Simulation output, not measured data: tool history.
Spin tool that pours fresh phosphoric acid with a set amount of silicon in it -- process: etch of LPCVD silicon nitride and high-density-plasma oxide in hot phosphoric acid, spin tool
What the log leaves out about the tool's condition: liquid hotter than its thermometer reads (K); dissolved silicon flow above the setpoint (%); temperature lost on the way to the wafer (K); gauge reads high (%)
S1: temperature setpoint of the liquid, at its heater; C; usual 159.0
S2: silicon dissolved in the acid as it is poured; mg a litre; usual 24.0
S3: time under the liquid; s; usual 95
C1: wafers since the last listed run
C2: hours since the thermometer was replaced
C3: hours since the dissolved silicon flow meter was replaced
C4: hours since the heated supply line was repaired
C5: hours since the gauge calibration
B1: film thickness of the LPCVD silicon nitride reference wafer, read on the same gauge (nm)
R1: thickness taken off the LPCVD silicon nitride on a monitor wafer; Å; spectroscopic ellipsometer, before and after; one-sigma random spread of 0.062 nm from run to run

Run 1, hour 0.0: usual settings but S1 160.0 C, S2 15.5 mg a litre, S3 80 s; C1 0; C2 17.0; C3 1667.7; C4 64.2; C5 136.6; B1 110.03. Result: R1 74.7 Å.
Run 2, hour 6.9: usual settings but S1 160.5 C, S3 65 s; C1 55; C2 23.9; C3 1674.6; C4 71.1; C5 143.5; B1 110.00. Result: R1 61.3 Å.
Run 3, hour 14.7: usual settings; C1 63; C2 31.7; C3 1682.4; C4 78.9; C5 151.3; B1 110.01. Result: R1 85.7 Å.
Run 4, hour 27.0: usual settings but S2 37.0 mg a litre, S3 55 s; C1 99; C2 44.0; C3 1694.7; C4 91.2; C5 163.6; B1 110.03. Result: R1 49.1 Å.
Run 5, hour 41.0: usual settings but S1 157.5 C, S2 31.0 mg a litre, S3 140 s; C1 113; C2 58.0; C3 1708.7; C4 105.2; C5 177.6; B1 110.03. Result: R1 119.4 Å.
Run 6, hour 49.5: usual settings but S1 160.0 C, S2 42.0 mg a litre, S3 125 s; C1 68; C2 66.5; C3 1717.2; C4 113.7; C5 186.1; B1 110.04. Result: R1 117.1 Å.
Run 7, hour 91.7: usual settings but S1 161.0 C, S2 10.0 mg a litre, S3 120 s; C1 342; C2 108.7; C3 1759.4; C4 155.9; C5 228.3; B1 109.99. Result: R1 114.4 Å.
At hour 99.5: dissolved silicon flow meter replaced.
Run 8, hour 106.5: usual settings but S1 161.0 C, S2 10.0 mg a litre, S3 120 s; C1 111; C2 123.5; C3 7.0; C4 170.7; C5 243.1; B1 110.03. Result: R1 114.6 Å.
Run 9, hour 124.0: usual settings but S1 156.5 C, S3 40 s; C1 141; C2 141.0; C3 24.5; C4 188.2; C5 260.6; B1 110.02. Result: R1 32.8 Å.
Run 10, hour 140.2: usual settings but S2 9.0 mg a litre, S3 120 s; C1 131; C2 157.2; C3 40.7; C4 204.4; C5 276.8; B1 109.95. Result: R1 105.3 Å.
Run 11, hour 147.4: usual settings; C1 58; C2 164.4; C3 47.9; C4 211.6; C5 284.0; B1 110.01. Result: R1 84.8 Å.
Run 12, hour 157.6: usual settings; C1 82; C2 174.6; C3 58.1; C4 221.8; C5 294.2; B1 109.96. Result: R1 83.5 Å.
Run 13, hour 171.0: usual settings but S1 160.5 C, S2 15.0 mg a litre; C1 108; C2 188.0; C3 71.5; C4 235.2; C5 307.6; B1 109.97. Result: R1 87.7 Å.
At hour 172.6: gauge calibrated.
Run 14, hour 181.6: usual settings but S1 158.0 C, S2 8.5 mg a litre, S3 115 s; C1 85; C2 198.6; C3 82.1; C4 245.8; C5 9.0; B1 110.01. Result: R1 99.0 Å.
Run 15, hour 198.6: usual settings but S1 160.5 C, S3 40 s; C1 137; C2 215.6; C3 99.1; C4 262.8; C5 26.0; B1 110.01. Result: R1 36.8 Å.
Run 16, hour 210.2: usual settings but S1 156.5 C, S2 16.0 mg a litre; C1 94; C2 227.2; C3 110.7; C4 274.4; C5 37.6; B1 109.99. Result: R1 78.0 Å.
Run 17, hour 223.2: usual settings but S2 34.5 mg a litre; C1 105; C2 240.2; C3 123.7; C4 287.4; C5 50.6; B1 110.00. Result: R1 84.3 Å.
Run 18, hour 236.2: usual settings; C1 105; C2 253.2; C3 136.7; C4 300.4; C5 63.6; B1 110.04. Result: R1 83.2 Å.
Run 19, hour 249.5: usual settings but S1 161.5 C, S2 31.5 mg a litre, S3 110 s; C1 107; C2 266.5; C3 150.0; C4 313.7; C5 76.9; B1 109.97. Result: R1 105.7 Å.
Run 20, hour 255.9: usual settings but S1 160.5 C, S2 40.0 mg a litre, S3 75 s; C1 51; C2 272.9; C3 156.4; C4 320.1; C5 83.3; B1 110.01. Result: R1 69.2 Å.
Run 21, hour 265.6: usual settings but S2 36.0 mg a litre, S3 70 s; C1 78; C2 282.6; C3 166.1; C4 329.8; C5 93.0; B1 110.00. Result: R1 60.7 Å.

What was the tool's hidden state at every run in the log?
liquid hotter than its thermometer reads (K): 0 on each run
dissolved silicon flow above the setpoint (%): 0 on each run
gauge reads high (%): 0 on each run
H1: temperature lost on the way to the wafer (K)
run     H1
  1  0.866
  2  0.889
  3  0.914
  4  0.953
  5  0.998
  6   1.03
  7   1.16
  8   1.21
  9   1.27
 10   1.32
 11   1.34
 12   1.37
 13   1.42
 14   1.45
 15    1.5
 16   1.54
 17   1.58
 18   1.63
 19   1.67
 20   1.69
 21   1.72
